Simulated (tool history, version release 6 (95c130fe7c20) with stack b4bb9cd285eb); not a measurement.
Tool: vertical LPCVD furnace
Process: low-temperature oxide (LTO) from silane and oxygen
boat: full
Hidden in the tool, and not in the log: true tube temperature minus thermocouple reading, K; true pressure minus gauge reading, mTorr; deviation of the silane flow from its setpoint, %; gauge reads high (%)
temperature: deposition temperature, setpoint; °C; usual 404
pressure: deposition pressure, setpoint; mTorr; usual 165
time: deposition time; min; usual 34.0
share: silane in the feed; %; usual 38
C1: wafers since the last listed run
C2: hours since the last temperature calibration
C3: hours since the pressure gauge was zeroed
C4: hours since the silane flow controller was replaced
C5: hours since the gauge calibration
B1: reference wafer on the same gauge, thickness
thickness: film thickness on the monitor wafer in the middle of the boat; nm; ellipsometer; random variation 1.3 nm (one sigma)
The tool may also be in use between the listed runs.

run 1 hour=0.0 | temperature=413 pressure=165 time=34.0 share=38 | C1=0 C2=4246.5 C3=3450.5 C4=6025.9 C5=209.3 | B1=197.06 | thickness=256.52
run 2 hour=20.3 | temperature=413 pressure=165 time=34.0 share=38 | C1=212 C2=4266.8 C3=3470.8 C4=6046.2 C5=229.6 | B1=196.77 | thickness=255.69
run 3 hour=54.6 | temperature=404 pressure=165 time=34.0 share=38 | C1=358 C2=4301.1 C3=3505.1 C4=6080.5 C5=263.9 | B1=197.32 | thickness=232.17
run 4 hour=81.1 | temperature=404 pressure=165 time=34.0 share=38 | C1=276 C2=4327.6 C3=3531.6 C4=6107.0 C5=290.4 | B1=197.06 | thickness=233.98
run 5 hour=111.7 | temperature=404 pressure=165 time=34.0 share=38 | C1=319 C2=4358.2 C3=3562.2 C4=6137.6 C5=321.0 | B1=197.01 | thickness=232.75
run 6 hour=145.9 | temperature=404 pressure=165 time=37.5 share=38 | C1=357 C2=4392.4 C3=3596.4 C4=6171.8 C5=355.2 | B1=197.17 | thickness=254.47
-- hour=173.1 silane flow controller replaced
run 7 hour=173.6 | temperature=404 pressure=165 time=37.5 share=38 | C1=38 C2=4420.1 C3=3624.1 C4=0.5 C5=382.9 | B1=196.79 | thickness=258.42
-- hour=207.7 pressure gauge zeroed
run 8 hour=208.2 | temperature=404 pressure=165 time=34.0 share=38 | C1=110 C2=4454.7 C3=0.5 C4=35.1 C5=417.5 | B1=197.06 | thickness=233.16
run 9 hour=215.3 | temperature=404 pressure=165 time=34.0 share=38 | C1=74 C2=4461.8 C3=7.6 C4=42.2 C5=424.6 | B1=197.30 | thickness=232.79
run 10 hour=249.9 | temperature=404 pressure=165 time=34.0 share=38 | C1=361 C2=4496.4 C3=42.2 C4=76.8 C5=459.2 | B1=197.13 | thickness=233.73
-- hour=256.4 gauge calibrated
-- hour=278.0 thermocouples replaced and temperature profile calibrated
run 11 hour=278.5 | temperature=404 pressure=165 time=34.0 share=38 | C1=48 C2=0.5 C3=70.8 C4=105.4 C5=22.1 | B1=197.04 | thickness=233.08
run 12 hour=302.7 | temperature=398 pressure=165 time=34.0 share=38 | C1=252 C2=24.7 C3=95.0 C4=129.6 C5=46.3 | B1=196.79 | thickness=218.16
run 13 hour=331.7 | temperature=401 pressure=165 time=34.0 share=38 | C1=302 C2=53.7 C3=124.0 C4=158.6 C5=75.3 | B1=197.56 | thickness=226.11
run 14 hour=354.9 | temperature=404 pressure=165 time=34.0 share=38 | C1=242 C2=76.9 C3=147.2 C4=181.8 C5=98.5 | B1=196.92 | thickness=234.03
run 15 hour=388.6 | temperature=404 pressure=135 time=45.5 share=45 | C1=351 C2=110.6 C3=180.9 C4=215.5 C5=132.2 | B1=197.15 | thickness=308.19
run 16 hour=420.1 | temperature=404 pressure=135 time=28.5 share=43 | C1=329 C2=142.1 C3=212.4 C4=247.0 C5=163.7 | B1=196.95 | thickness=183.62
run 17 hour=434.7 | temperature=404 pressure=165 time=30.0 share=34 | C1=152 C2=156.7 C3=227.0 C4=261.6 C5=178.3 | B1=196.89 | thickness=177.16
run 18 hour=467.1 | temperature=407 pressure=165 time=21.0 share=32 | C1=338 C2=189.1 C3=259.4 C4=294.0 C5=210.7 | B1=196.76 | thickness=117.46

Forecast each of these 3 alternatives for the next run:
run A hour=471.2 | temperature=404 pressure=165 time=30.0 share=38 | C1=42 C2=193.2 C3=263.5 C4=298.1 C5=214.8 | B1=? | thickness=?
run B hour=471.2 | temperature=404 pressure=190 time=34.0 share=38 | C1=42 C2=193.2 C3=263.5 C4=298.1 C5=214.8 | B1=? | thickness=?
run C hour=471.2 | temperature=404 pressure=165 time=40.5 share=38 | C1=42 C2=193.2 C3=263.5 C4=298.1 C5=214.8 | B1=? | thickness=?

run=A B1=196.74 thickness=206.33
run=B B1=196.74 thickness=269.27
run=C B1=196.74 thickness=278.55
Without the tool's hidden state the same runs would have given:
run=A thickness=206.33
run=B thickness=269.27
run=C thickness=278.55

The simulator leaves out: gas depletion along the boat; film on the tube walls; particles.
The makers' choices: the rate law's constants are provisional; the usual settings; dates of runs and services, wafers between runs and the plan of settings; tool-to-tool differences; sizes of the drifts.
